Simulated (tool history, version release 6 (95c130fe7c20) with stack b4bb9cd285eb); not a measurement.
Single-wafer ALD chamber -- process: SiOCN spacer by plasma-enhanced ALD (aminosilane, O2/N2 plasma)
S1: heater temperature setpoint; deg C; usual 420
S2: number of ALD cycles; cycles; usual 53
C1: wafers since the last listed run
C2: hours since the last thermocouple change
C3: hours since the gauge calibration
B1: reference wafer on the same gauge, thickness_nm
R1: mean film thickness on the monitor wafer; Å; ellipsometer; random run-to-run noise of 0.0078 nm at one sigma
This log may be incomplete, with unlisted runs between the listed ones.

{"run": 1, "hour": 0.0, "S1": 420, "S2": 53, "C1": 0, "C2": 1058.9, "C3": 239.3, "B1": 3.358, "R1": 31.02}
{"run": 2, "hour": 15.4, "S1": 420, "S2": 53, "C1": 105, "C2": 1074.3, "C3": 254.7, "B1": 3.361, "R1": 31.16}
{"run": 3, "hour": 27.9, "S1": 420, "S2": 53, "C1": 85, "C2": 1086.8, "C3": 267.2, "B1": 3.359, "R1": 31.06}
{"run": 4, "hour": 59.9, "S1": 420, "S2": 53, "C1": 219, "C2": 1118.8, "C3": 299.2, "B1": 3.36, "R1": 31.09}
{"run": 5, "hour": 92.0, "S1": 416, "S2": 53, "C1": 220, "C2": 1150.9, "C3": 331.3, "B1": 3.36, "R1": 31.37}
{"run": 6, "hour": 121.7, "S1": 416, "S2": 53, "C1": 203, "C2": 1180.6, "C3": 361.0, "B1": 3.363, "R1": 31.47}
{"run": 7, "hour": 144.9, "S1": 416, "S2": 53, "C1": 159, "C2": 1203.8, "C3": 384.2, "B1": 3.361, "R1": 31.46}
{"run": 8, "hour": 202.0, "S1": 420, "S2": 53, "C1": 392, "C2": 1260.9, "C3": 441.3, "B1": 3.361, "R1": 31.05}
{"run": 9, "hour": 223.4, "S1": 420, "S2": 53, "C1": 146, "C2": 1282.3, "C3": 462.7, "B1": 3.36, "R1": 31.01}
{"run": 10, "hour": 252.0, "S1": 420, "S2": 45, "C1": 196, "C2": 1310.9, "C3": 491.3, "B1": 3.359, "R1": 26.42}
{"run": 11, "hour": 265.9, "S1": 420, "S2": 45, "C1": 95, "C2": 1324.8, "C3": 505.2, "B1": 3.359, "R1": 26.36}
{"run": 12, "hour": 301.6, "S1": 420, "S2": 53, "C1": 245, "C2": 1360.5, "C3": 540.9, "B1": 3.36, "R1": 31.08}
{"run": 13, "hour": 333.4, "S1": 420, "S2": 53, "C1": 218, "C2": 1392.3, "C3": 572.7, "B1": 3.36, "R1": 30.98}
{"run": 14, "hour": 359.0, "S1": 420, "S2": 53, "C1": 175, "C2": 1417.9, "C3": 598.3, "B1": 3.36, "R1": 31.07}
{"run": 15, "hour": 393.3, "S1": 420, "S2": 49, "C1": 235, "C2": 1452.2, "C3": 632.6, "B1": 3.36, "R1": 28.65}
{"run": 16, "hour": 423.5, "S1": 420, "S2": 49, "C1": 207, "C2": 1482.4, "C3": 662.8, "B1": 3.36, "R1": 28.69}
{"run": 17, "hour": 475.8, "S1": 420, "S2": 60, "C1": 359, "C2": 1534.7, "C3": 715.1, "B1": 3.359, "R1": 35.06}
{"run": 18, "hour": 507.7, "S1": 420, "S2": 60, "C1": 219, "C2": 1566.6, "C3": 747.0, "B1": 3.361, "R1": 35.19}
{"run": 19, "hour": 520.8, "S1": 420, "S2": 60, "C1": 89, "C2": 1579.7, "C3": 760.1, "B1": 3.358, "R1": 35.0}
{"run": 20, "hour": 543.1, "S1": 420, "S2": 50, "C1": 153, "C2": 1602.0, "C3": 782.4, "B1": 3.361, "R1": 29.25}
{"run": 21, "hour": 587.7, "S1": 423, "S2": 53, "C1": 306, "C2": 1646.6, "C3": 827.0, "B1": 3.361, "R1": 30.74}
{"hour": 680.4, "done": "gauge calibrated"}
{"run": 22, "hour": 693.7, "S1": 423, "S2": 53, "C1": 727, "C2": 1752.6, "C3": 13.3, "B1": 3.36, "R1": 30.65}
{"run": 23, "hour": 722.7, "S1": 407, "S2": 47, "C1": 199, "C2": 1781.6, "C3": 42.3, "B1": 3.36, "R1": 28.59}
{"run": 24, "hour": 742.5, "S1": 411, "S2": 46, "C1": 135, "C2": 1801.4, "C3": 62.1, "B1": 3.358, "R1": 27.54}
{"run": 25, "hour": 768.1, "S1": 428, "S2": 59, "C1": 175, "C2": 1827.0, "C3": 87.7, "B1": 3.364, "R1": 33.45}
{"run": 26, "hour": 819.7, "S1": 420, "S2": 64, "C1": 354, "C2": 1878.6, "C3": 139.3, "B1": 3.359, "R1": 37.46}
{"run": 27, "hour": 833.8, "S1": 420, "S2": 49, "C1": 96, "C2": 1892.7, "C3": 153.4, "B1": 3.36, "R1": 28.53}
{"run": 28, "hour": 884.3, "S1": 420, "S2": 43, "C1": 346, "C2": 1943.2, "C3": 203.9, "B1": 3.358, "R1": 25.03}
{"run": 29, "hour": 896.7, "S1": 420, "S2": 46, "C1": 85, "C2": 1955.6, "C3": 216.3, "B1": 3.361, "R1": 26.75}
{"run": 30, "hour": 911.5, "S1": 420, "S2": 53, "C1": 101, "C2": 1970.4, "C3": 231.1, "B1": 3.357, "R1": 30.84}
{"run": 31, "hour": 941.0, "S1": 420, "S2": 53, "C1": 202, "C2": 1999.9, "C3": 260.6, "B1": 3.361, "R1": 30.92}
{"run": 32, "hour": 968.7, "S1": 406, "S2": 44, "C1": 190, "C2": 2027.6, "C3": 288.3, "B1": 3.361, "R1": 26.75}
{"run": 33, "hour": 1003.3, "S1": 406, "S2": 53, "C1": 237, "C2": 2062.2, "C3": 322.9, "B1": 3.361, "R1": 32.21}
{"run": 34, "hour": 1019.7, "S1": 420, "S2": 45, "C1": 112, "C2": 2078.6, "C3": 339.3, "B1": 3.361, "R1": 26.11}
{"hour": 1033.1, "done": "thermocouple changed; heater temperature recalibrated"}
{"run": 35, "hour": 1105.4, "S1": 413, "S2": 56, "C1": 533, "C2": 72.3, "C3": 425.0, "B1": 3.359, "R1": 33.78}
{"run": 36, "hour": 1120.1, "S1": 427, "S2": 44, "C1": 100, "C2": 87.0, "C3": 439.7, "B1": 3.361, "R1": 25.49}
{"run": 37, "hour": 1137.6, "S1": 415, "S2": 64, "C1": 120, "C2": 104.5, "C3": 457.2, "B1": 3.359, "R1": 38.63}
{"run": 38, "hour": 1161.0, "S1": 429, "S2": 63, "C1": 160, "C2": 127.9, "C3": 480.6, "B1": 3.361, "R1": 36.24}
{"run": 39, "hour": 1184.6, "S1": 434, "S2": 56, "C1": 162, "C2": 151.5, "C3": 504.2, "B1": 3.36, "R1": 31.62}
{"run": 40, "hour": 1205.4, "S1": 420, "S2": 53, "C1": 142, "C2": 172.3, "C3": 525.0, "B1": 3.358, "R1": 31.35}
{"run": 41, "hour": 1222.8, "S1": 405, "S2": 53, "C1": 119, "C2": 189.7, "C3": 542.4, "B1": 3.361, "R1": 32.76}
{"run": 42, "hour": 1241.1, "S1": 414, "S2": 53, "C1": 125, "C2": 208.0, "C3": 560.7, "B1": 3.364, "R1": 31.75}
{"run": 43, "hour": 1263.7, "S1": 428, "S2": 44, "C1": 155, "C2": 230.6, "C3": 583.3, "B1": 3.358, "R1": 25.35}
{"run": 44, "hour": 1283.5, "S1": 420, "S2": 58, "C1": 135, "C2": 250.4, "C3": 603.1, "B1": 3.361, "R1": 34.4}
{"run": 45, "hour": 1301.7, "S1": 420, "S2": 63, "C1": 124, "C2": 268.6, "C3": 621.3, "B1": 3.36, "R1": 37.17}

Consider 3 possible next runs. They are alternatives, not a sequence: every one starts from the tool as it was left by run 45. What does each give?
{"run": "A", "hour": 1302.2, "S1": 420, "S2": 44, "C1": 3, "C2": 269.1, "C3": 621.8, "B1": "?", "R1": "?"}
{"run": "B", "hour": 1302.2, "S1": 415, "S2": 59, "C1": 3, "C2": 269.1, "C3": 621.8, "B1": "?", "R1": "?"}
{"run": "C", "hour": 1302.2, "S1": 415, "S2": 57, "C1": 3, "C2": 269.1, "C3": 621.8, "B1": "?", "R1": "?"}

run=A B1=3.359 R1=25.98
run=B B1=3.359 R1=35.38
run=C B1=3.359 R1=34.18
With the hidden condition removed and each run's random variation left untouched, the same runs would have given:
run=A R1=25.98
run=B R1=35.37
run=C R1=34.18
